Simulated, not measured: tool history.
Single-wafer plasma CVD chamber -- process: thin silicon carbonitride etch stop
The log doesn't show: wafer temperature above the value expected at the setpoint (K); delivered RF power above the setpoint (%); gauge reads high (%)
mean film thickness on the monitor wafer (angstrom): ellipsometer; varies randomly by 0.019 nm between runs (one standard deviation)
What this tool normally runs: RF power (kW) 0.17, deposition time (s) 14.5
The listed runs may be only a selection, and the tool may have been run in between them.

run	hour	RF power (kW)	deposition time (s)	wafers since the last listed run	hours since the last thermocouple change	hours since the last RF generator calibration	hours since the showerhead was replaced	hours since the gauge calibration	read-back reference wafer on the same gauge, thickness_nm	mean film thickness on the monitor wafer (angstrom)
1	0	0.18	12.4	0	1906.1	1621.1	2149.4	187.3	9.362	70.76
2	16.4	0.18	12.4	256	1922.5	1637.5	2165.8	203.7	9.36	70.58
3	50.7	0.18	12.4	535	1956.8	1671.8	2200.1	238	9.366	70.94
4	74.7	0.17	14.5	374	1980.8	1695.8	2224.1	262	9.356	80.48
5	93.2	0.17	14.5	288	1999.3	1714.3	2242.6	280.5	9.359	81.04
6	127.6	0.17	13.8	537	2033.7	1748.7	2277	314.9	9.357	76.77
# hour 212.6: thermocouple changed; heater temperature recalibrated
7	213.1	0.19	12.5	1210	0.5	1834.2	2362.5	400.4	9.359	72.16
# hour 221.9: RF generator calibrated
8	228.1	0.19	12.5	109	15.5	6.2	2377.5	415.4	9.364	71.25
9	246.3	0.17	14.5	284	33.7	24.4	2395.7	433.6	9.363	79.12
# hour 260.1: gauge calibrated
10	298.9	0.17	14.5	821	86.3	77	2448.3	38.8	9.359	78.67
11	311.3	0.2	15.6	193	98.7	89.4	2460.7	51.2	9.359	90.58
12	332.6	0.16	15.9	332	120	110.7	2482	72.5	9.357	85.01
# hour 361.8: RF generator calibrated, repeated, since the last time left the tool worse
13	362.3	0.2	17	338	149.7	0.5	2511.7	102.2	9.359	102.75

What does the tool deliver on the next run?
# hour 383.4: showerhead replaced
14	383.9	0.19	16.6	212	171.3	22.1	0.5	123.8	?	?

Run 14 produced read-back reference wafer on the same gauge, thickness_nm 9.364, mean film thickness on the monitor wafer (angstrom) 98.6.
Had the tool carried no hidden state, the very same run would have given mean film thickness on the monitor wafer (angstrom) 98.66.
